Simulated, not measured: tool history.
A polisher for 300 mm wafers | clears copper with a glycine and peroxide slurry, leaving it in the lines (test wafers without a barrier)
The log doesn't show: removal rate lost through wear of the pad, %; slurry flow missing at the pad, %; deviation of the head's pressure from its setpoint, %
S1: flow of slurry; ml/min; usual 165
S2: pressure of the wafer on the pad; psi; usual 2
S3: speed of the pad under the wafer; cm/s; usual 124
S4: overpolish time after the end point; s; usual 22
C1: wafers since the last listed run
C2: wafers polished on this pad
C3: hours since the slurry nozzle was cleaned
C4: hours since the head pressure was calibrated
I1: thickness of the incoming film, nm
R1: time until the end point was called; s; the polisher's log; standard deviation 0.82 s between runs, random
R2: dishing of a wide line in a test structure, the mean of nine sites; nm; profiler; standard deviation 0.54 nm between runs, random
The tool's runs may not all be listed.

{"run": 1, "hour": 0.0, "S1": 185, "S2": 2.5, "S3": 124, "S4": 22, "C1": 0, "C2": 4242, "C3": 8.1, "C4": 1110, "I1": 362, "R1": 56.6, "R2": 54.8}
{"run": 2, "hour": 56.3, "S1": 165, "S2": 2, "S3": 124, "S4": 22, "C1": 517, "C2": 4760, "C3": 64.4, "C4": 1166.3, "I1": 370.2, "R1": 69.7, "R2": 52}
{"hour": 69.3, "done": "head pressure recalibrated"}
{"hour": 78.9, "done": "worn pad replaced by a new one"}
{"run": 3, "hour": 102.2, "S1": 165, "S2": 2, "S3": 124, "S4": 22, "C1": 367, "C2": 213, "C3": 110.3, "C4": 32.9, "I1": 361.4, "R1": 67.6, "R2": 51.5}
{"run": 4, "hour": 147.6, "S1": 165, "S2": 2, "S3": 124, "S4": 22, "C1": 417, "C2": 631, "C3": 155.7, "C4": 78.3, "I1": 361.1, "R1": 67.2, "R2": 51.3}
{"run": 5, "hour": 198.0, "S1": 165, "S2": 2, "S3": 124, "S4": 22, "C1": 463, "C2": 1095, "C3": 206.1, "C4": 128.7, "I1": 359.5, "R1": 66.8, "R2": 52.2}
{"run": 6, "hour": 223.0, "S1": 165, "S2": 2, "S3": 124, "S4": 22, "C1": 230, "C2": 1325, "C3": 231.1, "C4": 153.7, "I1": 370.1, "R1": 69.6, "R2": 51.1}
{"run": 7, "hour": 249.2, "S1": 165, "S2": 2, "S3": 124, "S4": 22, "C1": 241, "C2": 1566, "C3": 257.3, "C4": 179.9, "I1": 357.7, "R1": 67.6, "R2": 51.8}
{"run": 8, "hour": 374.0, "S1": 165, "S2": 1.8, "S3": 124, "S4": 22, "C1": 1148, "C2": 2714, "C3": 382.1, "C4": 304.7, "I1": 368.7, "R1": 76.1, "R2": 50.3}
{"run": 9, "hour": 410.1, "S1": 165, "S2": 1.8, "S3": 124, "S4": 22, "C1": 332, "C2": 3046, "C3": 418.2, "C4": 340.8, "I1": 359.8, "R1": 72.9, "R2": 49.7}
{"run": 10, "hour": 466.8, "S1": 165, "S2": 1.8, "S3": 124, "S4": 22, "C1": 521, "C2": 3568, "C3": 474.9, "C4": 397.5, "I1": 363, "R1": 73.5, "R2": 50}
{"hour": 480.0, "done": "slurry nozzle cleaned"}
{"run": 11, "hour": 521.1, "S1": 165, "S2": 2, "S3": 124, "S4": 22, "C1": 490, "C2": 4058, "C3": 41.1, "C4": 451.8, "I1": 359.3, "R1": 67.7, "R2": 52}
{"run": 12, "hour": 592.2, "S1": 165, "S2": 2, "S3": 98, "S4": 15, "C1": 654, "C2": 4712, "C3": 112.2, "C4": 522.9, "I1": 369.2, "R1": 83.1, "R2": 38}
{"hour": 600.1, "done": "worn pad replaced by a new one"}
{"run": 13, "hour": 626.8, "S1": 205, "S2": 2, "S3": 124, "S4": 22, "C1": 281, "C2": 245, "C3": 146.8, "C4": 557.5, "I1": 367.8, "R1": 66.1, "R2": 52.1}
{"run": 14, "hour": 653.2, "S1": 165, "S2": 2.5, "S3": 124, "S4": 22, "C1": 242, "C2": 488, "C3": 173.2, "C4": 583.9, "I1": 369.9, "R1": 57.3, "R2": 54.6}
{"run": 15, "hour": 706.8, "S1": 165, "S2": 1.8, "S3": 86, "S4": 33, "C1": 493, "C2": 981, "C3": 226.8, "C4": 637.5, "I1": 365.5, "R1": 98.7, "R2": 54.1}
{"run": 16, "hour": 755.7, "S1": 165, "S2": 2, "S3": 124, "S4": 22, "C1": 449, "C2": 1431, "C3": 275.7, "C4": 686.4, "I1": 367.7, "R1": 68.4, "R2": 51.6}
{"run": 17, "hour": 815.5, "S1": 165, "S2": 2, "S3": 124, "S4": 22, "C1": 550, "C2": 1981, "C3": 335.5, "C4": 746.2, "I1": 361.9, "R1": 66.9, "R2": 50.8}
{"hour": 979.3, "done": "slurry nozzle cleaned"}
{"run": 18, "hour": 1026.7, "S1": 165, "S2": 2, "S3": 98, "S4": 15, "C1": 1933, "C2": 3915, "C3": 47.4, "C4": 957.4, "I1": 364.3, "R1": 81.4, "R2": 38}
{"run": 19, "hour": 1075.2, "S1": 215, "S2": 2, "S3": 124, "S4": 15, "C1": 446, "C2": 4361, "C3": 95.9, "C4": 1005.9, "I1": 362.1, "R1": 64.5, "R2": 42.4}
{"hour": 1098.3, "done": "worn pad replaced by a new one"}
{"run": 20, "hour": 1140.1, "S1": 165, "S2": 1.5, "S3": 158, "S4": 13, "C1": 560, "C2": 384, "C3": 160.8, "C4": 1070.8, "I1": 363.7, "R1": 70.3, "R2": 37.4}
{"run": 21, "hour": 1194.1, "S1": 165, "S2": 2, "S3": 124, "S4": 22, "C1": 496, "C2": 881, "C3": 214.8, "C4": 1124.8, "I1": 365.2, "R1": 68.7, "R2": 50.9}
{"run": 22, "hour": 1253.0, "S1": 205, "S2": 1.5, "S3": 90, "S4": 11, "C1": 541, "C2": 1423, "C3": 273.7, "C4": 1183.7, "I1": 370, "R1": 107.3, "R2": 25.7}
{"run": 23, "hour": 1303.5, "S1": 165, "S2": 2.4, "S3": 108, "S4": 32, "C1": 464, "C2": 1888, "C3": 324.2, "C4": 1234.2, "I1": 364.4, "R1": 65.5, "R2": 60.6}
{"run": 24, "hour": 1334.1, "S1": 140, "S2": 2.3, "S3": 88, "S4": 22, "C1": 281, "C2": 2169, "C3": 354.8, "C4": 1264.8, "I1": 359.9, "R1": 81.4, "R2": 47.8}
{"run": 25, "hour": 1389.9, "S1": 120, "S2": 2.5, "S3": 124, "S4": 14, "C1": 513, "C2": 2683, "C3": 410.6, "C4": 1320.6, "I1": 359.9, "R1": 60, "R2": 43.6}
{"hour": 1436.7, "done": "head pressure recalibrated"}
{"run": 26, "hour": 1439.1, "S1": 125, "S2": 2, "S3": 124, "S4": 22, "C1": 434, "C2": 3117, "C3": 459.8, "C4": 2.4, "I1": 369.3, "R1": 73.5, "R2": 50.3}
{"run": 27, "hour": 1463.3, "S1": 165, "S2": 2, "S3": 124, "S4": 22, "C1": 222, "C2": 3339, "C3": 484, "C4": 26.6, "I1": 366.3, "R1": 69.1, "R2": 51.2}
{"run": 28, "hour": 1505.7, "S1": 165, "S2": 1.8, "S3": 124, "S4": 22, "C1": 390, "C2": 3730, "C3": 526.4, "C4": 69, "I1": 363.3, "R1": 75, "R2": 50}
{"hour": 1594.7, "done": "worn pad replaced by a new one"}
{"hour": 1597.6, "done": "slurry nozzle cleaned"}
{"run": 29, "hour": 1620.3, "S1": 110, "S2": 1.7, "S3": 124, "S4": 14, "C1": 1008, "C2": 226, "C3": 22.7, "C4": 183.6, "I1": 370.3, "R1": 84.7, "R2": 35}
{"run": 30, "hour": 1668.6, "S1": 165, "S2": 2, "S3": 124, "S4": 22, "C1": 444, "C2": 670, "C3": 71, "C4": 231.9, "I1": 372.7, "R1": 70.3, "R2": 51.2}
{"run": 31, "hour": 1815.5, "S1": 165, "S2": 2.3, "S3": 124, "S4": 22, "C1": 1351, "C2": 2022, "C3": 217.9, "C4": 378.8, "I1": 364.2, "R1": 60.5, "R2": 53.8}
{"run": 32, "hour": 1877.2, "S1": 165, "S2": 2, "S3": 124, "S4": 22, "C1": 567, "C2": 2590, "C3": 279.6, "C4": 440.5, "I1": 360.7, "R1": 67.2, "R2": 51.3}
{"run": 33, "hour": 1941.9, "S1": 180, "S2": 2.7, "S3": 102, "S4": 33, "C1": 595, "C2": 3185, "C3": 344.3, "C4": 505.2, "I1": 363.1, "R1": 62.4, "R2": 61.8}

Across each entry between runs, compare the hidden state at the last listed run before it with the hidden state at the first listed run after it:
Between runs 2 and 3: head pressure recalibrated (hour 69.3); worn pad replaced by a new one (hour 78.9)
  no hidden state differs between the two runs
Between runs 10 and 11: slurry nozzle cleaned (hour 480)
  no hidden state differs between the two runs
Between runs 12 and 13: worn pad replaced by a new one (hour 600.1)
  no hidden state differs between the two runs
Between runs 17 and 18: slurry nozzle cleaned (hour 979.3)
  no hidden state differs between the two runs
Between runs 19 and 20: worn pad replaced by a new one (hour 1098.3)
  no hidden state differs between the two runs
Between runs 25 and 26: head pressure recalibrated (hour 1436.7)
  no hidden state differs between the two runs
Between runs 28 and 29: worn pad replaced by a new one (hour 1594.7); slurry nozzle cleaned (hour 1597.6)
  no hidden state differs between the two runs
